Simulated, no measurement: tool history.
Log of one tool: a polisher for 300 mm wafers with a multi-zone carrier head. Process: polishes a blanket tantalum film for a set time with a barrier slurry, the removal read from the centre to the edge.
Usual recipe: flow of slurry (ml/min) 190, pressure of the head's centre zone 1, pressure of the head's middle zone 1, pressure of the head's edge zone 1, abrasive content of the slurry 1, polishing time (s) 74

| run | hour | flow of slurry (ml/min) | pressure of the head's centre zone | pressure of the head's middle zone | pressure of the head's edge zone | abrasive content of the slurry | polishing time (s) | wafers since the last listed run | wafers polished on this pad | hours since the slurry nozzle was cleaned | hours since the centre zone pressure was calibrated | hours since the edge zone pressure was calibrated | hours since the carrier head's membrane was replaced | incoming thickness of the incoming film, nm | film removed at the wafer's centre (angstrom) | film removed at mid-radius (angstrom) | film removed at the wafer's edge (angstrom) |
|---|---|---|---|---|---|---|---|---|---|---|---|---|---|---|---|---|---|
| 1 | 0 | 190 | 1 | 1 | 1 | 1 | 74 | 0 | 1833 | 453.1 | 256.1 | 494.7 | 1393.8 | 447.6 | 1603 | 1591 | 1621 |
| 2 | 31.1 | 190 | 1 | 1 | 1 | 1 | 74 | 204 | 2037 | 484.2 | 287.2 | 525.8 | 1424.9 | 451.8 | 1618 | 1620 | 1604 |
|  | 36.3 | worn pad replaced by a new one |
| 3 | 70.8 | 190 | 1 | 1.09 | 1 | 1 | 74 | 234 | 226 | 523.9 | 326.9 | 565.5 | 1464.6 | 455.1 | 1566 | 1673 | 1620 |
|  | 126.2 | edge zone pressure recalibrated |
| 4 | 141.4 | 190 | 0.9 | 1 | 1 | 1 | 74 | 450 | 677 | 594.5 | 397.5 | 15.2 | 1535.2 | 451.5 | 1373 | 1538 | 1579 |
|  | 149.7 | slurry nozzle cleaned |
|  | 157.8 | centre zone pressure recalibrated |
| 5 | 183.3 | 190 | 1 | 1 | 1.06 | 1 | 74 | 255 | 932 | 33.6 | 25.5 | 57.1 | 1577.1 | 451.1 | 1683 | 1709 | 1749 |
|  | 237.4 | carrier head's membrane replaced by a new one |
| 6 | 237.9 | 190 | 1 | 1 | 1 | 1 | 74 | 325 | 1258 | 88.2 | 80.1 | 111.7 | 0.5 | 455.7 | 1678 | 1666 | 1647 |
| 7 | 288.1 | 190 | 0.9 | 0.91 | 1 | 1 | 74 | 329 | 1587 | 138.4 | 130.3 | 161.9 | 50.7 | 453.9 | 1496 | 1547 | 1670 |
| 8 | 320.6 | 190 | 1 | 0.96 | 1.06 | 1 | 74 | 213 | 1801 | 170.9 | 162.8 | 194.4 | 83.2 | 445.5 | 1677 | 1614 | 1723 |
| 9 | 357.6 | 155 | 1 | 1 | 1 | 1 | 51 | 242 | 2044 | 207.9 | 199.8 | 231.4 | 120.2 | 451 | 1141 | 1137 | 1120 |
|  | 395.2 | worn pad replaced by a new one |
| 10 | 411.5 | 250 | 1.07 | 1.09 | 1 | 1 | 74 | 327 | 106 | 261.8 | 253.7 | 285.3 | 174.1 | 452.7 | 1860 | 1789 | 1699 |
| 11 | 476.4 | 190 | 0.88 | 1 | 1 | 1 | 74 | 426 | 532 | 326.7 | 318.6 | 350.2 | 239 | 453.7 | 1427 | 1672 | 1630 |
|  | 501.9 | centre zone pressure recalibrated |
| 12 | 529 | 155 | 0.95 | 1 | 1 | 1 | 74 | 332 | 865 | 379.3 | 27.1 | 402.8 | 291.6 | 442.5 | 1513 | 1577 | 1598 |
| 13 | 556.3 | 245 | 1 | 1 | 1 | 1 | 74 | 179 | 1044 | 406.6 | 54.4 | 430.1 | 318.9 | 451.4 | 1688 | 1682 | 1680 |

Run 14 has not been measured yet. What should we expect?
| 14 | 595.6 | 190 | 0.97 | 1.1 | 0.94 | 1 | 74 | 258 | 1302 | 445.9 | 93.7 | 469.4 | 358.2 | 454.3 | ? | ? | ? |

{"run 14": {"film removed at the wafer's centre (angstrom)": 1579, "film removed at mid-radius (angstrom)": 1733, "film removed at the wafer's edge (angstrom)": 1562}}
Take away the tool's hidden state, keep the run-to-run variation as it was, and the same run would have given film removed at the wafer's centre (angstrom) 1642, film removed at mid-radius (angstrom) 1794, film removed at the wafer's edge (angstrom) 1602.

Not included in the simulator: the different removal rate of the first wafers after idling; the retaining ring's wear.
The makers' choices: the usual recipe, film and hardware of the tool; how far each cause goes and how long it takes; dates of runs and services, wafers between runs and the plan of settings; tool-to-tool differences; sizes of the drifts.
